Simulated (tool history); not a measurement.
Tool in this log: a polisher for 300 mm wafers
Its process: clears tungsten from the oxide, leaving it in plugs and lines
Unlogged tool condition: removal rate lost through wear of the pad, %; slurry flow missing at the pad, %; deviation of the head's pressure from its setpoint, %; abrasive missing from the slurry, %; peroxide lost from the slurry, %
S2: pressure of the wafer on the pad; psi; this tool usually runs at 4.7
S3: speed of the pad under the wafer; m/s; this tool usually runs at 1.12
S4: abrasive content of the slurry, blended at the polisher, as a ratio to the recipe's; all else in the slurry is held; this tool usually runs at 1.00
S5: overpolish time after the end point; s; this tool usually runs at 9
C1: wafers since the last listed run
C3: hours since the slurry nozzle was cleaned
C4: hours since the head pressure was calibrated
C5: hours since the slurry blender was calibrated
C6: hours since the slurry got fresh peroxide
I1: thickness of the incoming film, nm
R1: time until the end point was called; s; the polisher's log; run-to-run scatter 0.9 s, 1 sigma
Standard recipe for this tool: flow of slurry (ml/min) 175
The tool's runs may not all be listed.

{"run": 1, "day": 0.0, "flow of slurry (ml/min)": 175, "S2": 4.7, "S3": 1.12, "S4": 1.0, "S5": 9, "C1": 0, "wafers polished on this pad": 2, "C3": 392.5, "C4": 1107.7, "C5": 66.7, "C6": 219.2, "I1": 499.1, "R1": 70.3}
{"run": 2, "day": 0.479, "flow of slurry (ml/min)": 175, "S2": 4.7, "S3": 1.12, "S4": 1.0, "S5": 9, "C1": 69, "wafers polished on this pad": 72, "C3": 404.0, "C4": 1119.2, "C5": 78.2, "C6": 230.7, "I1": 506.2, "R1": 73.3}
{"run": 3, "day": 1.183, "flow of slurry (ml/min)": 175, "S2": 4.7, "S3": 1.12, "S4": 1.0, "S5": 9, "C1": 102, "wafers polished on this pad": 175, "C3": 420.9, "C4": 1136.1, "C5": 95.1, "C6": 247.6, "I1": 504.7, "R1": 73.2}
{"day": 2.208, "done": "slurry tank refilled with fresh slurry and peroxide"}
{"run": 4, "day": 2.55, "flow of slurry (ml/min)": 175, "S2": 4.7, "S3": 1.12, "S4": 1.0, "S5": 9, "C1": 192, "wafers polished on this pad": 368, "C3": 453.7, "C4": 1168.9, "C5": 127.9, "C6": 8.2, "I1": 499.4, "R1": 74.0}
{"day": 3.112, "done": "slurry nozzle cleaned"}
{"day": 3.825, "done": "head pressure recalibrated"}
{"run": 5, "day": 3.846, "flow of slurry (ml/min)": 215, "S2": 4.7, "S3": 1.3, "S4": 1.0, "S5": 9, "C1": 170, "wafers polished on this pad": 538, "C3": 17.6, "C4": 0.5, "C5": 159.0, "C6": 39.3, "I1": 500.8, "R1": 58.1}
{"run": 6, "day": 4.829, "flow of slurry (ml/min)": 175, "S2": 4.7, "S3": 1.12, "S4": 1.0, "S5": 9, "C1": 143, "wafers polished on this pad": 681, "C3": 41.2, "C4": 24.1, "C5": 182.6, "C6": 62.9, "I1": 503.0, "R1": 68.1}
{"run": 7, "day": 5.833, "flow of slurry (ml/min)": 205, "S2": 5.2, "S3": 1.12, "S4": 1.15, "S5": 14, "C1": 146, "wafers polished on this pad": 827, "C3": 65.3, "C4": 48.2, "C5": 206.7, "C6": 87.0, "I1": 508.7, "R1": 57.3}
{"day": 9.354, "done": "worn pad replaced by a new one"}
{"run": 8, "day": 9.508, "flow of slurry (ml/min)": 175, "S2": 4.7, "S3": 1.12, "S4": 1.1, "S5": 11, "C1": 510, "wafers polished on this pad": 22, "C3": 153.5, "C4": 136.4, "C5": 294.9, "C6": 175.2, "I1": 493.3, "R1": 65.1}
{"run": 9, "day": 10.617, "flow of slurry (ml/min)": 175, "S2": 4.7, "S3": 1.12, "S4": 1.0, "S5": 11, "C1": 161, "wafers polished on this pad": 183, "C3": 180.1, "C4": 163.0, "C5": 321.5, "C6": 201.8, "I1": 497.4, "R1": 67.4}
{"run": 10, "day": 11.262, "flow of slurry (ml/min)": 175, "S2": 4.7, "S3": 1.12, "S4": 1.0, "S5": 9, "C1": 94, "wafers polished on this pad": 277, "C3": 195.6, "C4": 178.5, "C5": 337.0, "C6": 217.3, "I1": 501.4, "R1": 70.0}
{"day": 11.7, "done": "slurry tank refilled with fresh slurry and peroxide"}
{"run": 11, "day": 12.225, "flow of slurry (ml/min)": 175, "S2": 5.3, "S3": 1.12, "S4": 1.0, "S5": 9, "C1": 134, "wafers polished on this pad": 411, "C3": 218.7, "C4": 201.6, "C5": 360.1, "C6": 12.6, "I1": 503.0, "R1": 63.1}
{"run": 12, "day": 13.308, "flow of slurry (ml/min)": 175, "S2": 4.7, "S3": 1.12, "S4": 0.9, "S5": 9, "C1": 157, "wafers polished on this pad": 569, "C3": 244.7, "C4": 227.6, "C5": 386.1, "C6": 38.6, "I1": 502.6, "R1": 74.8}
{"run": 13, "day": 14.079, "flow of slurry (ml/min)": 175, "S2": 4.0, "S3": 1.12, "S4": 1.0, "S5": 9, "C1": 112, "wafers polished on this pad": 681, "C3": 263.2, "C4": 246.1, "C5": 404.6, "C6": 57.1, "I1": 506.2, "R1": 84.1}
{"run": 14, "day": 15.062, "flow of slurry (ml/min)": 175, "S2": 4.7, "S3": 1.12, "S4": 1.0, "S5": 9, "C1": 143, "wafers polished on this pad": 825, "C3": 286.8, "C4": 269.7, "C5": 428.2, "C6": 80.7, "I1": 500.0, "R1": 72.5}
{"run": 15, "day": 16.383, "flow of slurry (ml/min)": 175, "S2": 6.0, "S3": 1.44, "S4": 1.15, "S5": 9, "C1": 192, "wafers polished on this pad": 1017, "C3": 318.5, "C4": 301.4, "C5": 459.9, "C6": 112.4, "I1": 506.6, "R1": 43.4}
{"run": 16, "day": 16.933, "flow of slurry (ml/min)": 175, "S2": 4.7, "S3": 1.12, "S4": 1.0, "S5": 5, "C1": 80, "wafers polished on this pad": 1097, "C3": 331.7, "C4": 314.6, "C5": 473.1, "C6": 125.6, "I1": 502.0, "R1": 73.0}
{"day": 17.396, "done": "slurry blender recalibrated"}
{"run": 17, "day": 17.583, "flow of slurry (ml/min)": 235, "S2": 4.7, "S3": 1.12, "S4": 1.0, "S5": 9, "C1": 82, "wafers polished on this pad": 1179, "C3": 347.3, "C4": 330.2, "C5": 4.5, "C6": 141.2, "I1": 497.1, "R1": 60.5}
{"run": 18, "day": 18.754, "flow of slurry (ml/min)": 175, "S2": 5.4, "S3": 1.12, "S4": 1.0, "S5": 11, "C1": 170, "wafers polished on this pad": 1350, "C3": 375.4, "C4": 358.3, "C5": 32.6, "C6": 169.3, "I1": 507.4, "R1": 59.0}
{"day": 19.575, "done": "worn pad replaced by a new one"}
{"run": 19, "day": 19.596, "flow of slurry (ml/min)": 175, "S2": 4.7, "S3": 1.12, "S4": 1.0, "S5": 9, "C1": 98, "wafers polished on this pad": 3, "C3": 395.6, "C4": 378.5, "C5": 52.8, "C6": 189.5, "I1": 502.0, "R1": 67.0}
{"run": 20, "day": 20.746, "flow of slurry (ml/min)": 175, "S2": 5.3, "S3": 1.12, "S4": 1.25, "S5": 12, "C1": 167, "wafers polished on this pad": 170, "C3": 423.2, "C4": 406.1, "C5": 80.4, "C6": 217.1, "I1": 501.3, "R1": 56.3}
{"day": 20.833, "done": "slurry tank refilled with fresh slurry and peroxide"}
{"run": 21, "day": 21.946, "flow of slurry (ml/min)": 175, "S2": 3.5, "S3": 1.12, "S4": 1.0, "S5": 9, "C1": 168, "wafers polished on this pad": 339, "C3": 452.0, "C4": 434.9, "C5": 109.2, "C6": 26.7, "I1": 494.5, "R1": 92.1}
{"run": 22, "day": 22.625, "flow of slurry (ml/min)": 175, "S2": 4.7, "S3": 1.12, "S4": 1.0, "S5": 12, "C1": 98, "wafers polished on this pad": 437, "C3": 468.3, "C4": 451.2, "C5": 125.5, "C6": 43.0, "I1": 495.7, "R1": 70.2}

Run 23 has not been measured yet. What should we expect?
{"run": 23, "day": 23.904, "flow of slurry (ml/min)": 120, "S2": 4.7, "S3": 1.12, "S4": 1.25, "S5": 9, "C1": 186, "wafers polished on this pad": 624, "C3": 499.0, "C4": 481.9, "C5": 156.2, "C6": 73.7, "I1": 501.8, "R1": "?"}

{"run 23": {"R1": 70.8}}
Take away the tool's hidden state, keep the run-to-run variation as it was, and the same run would have given R1 62.6 s.
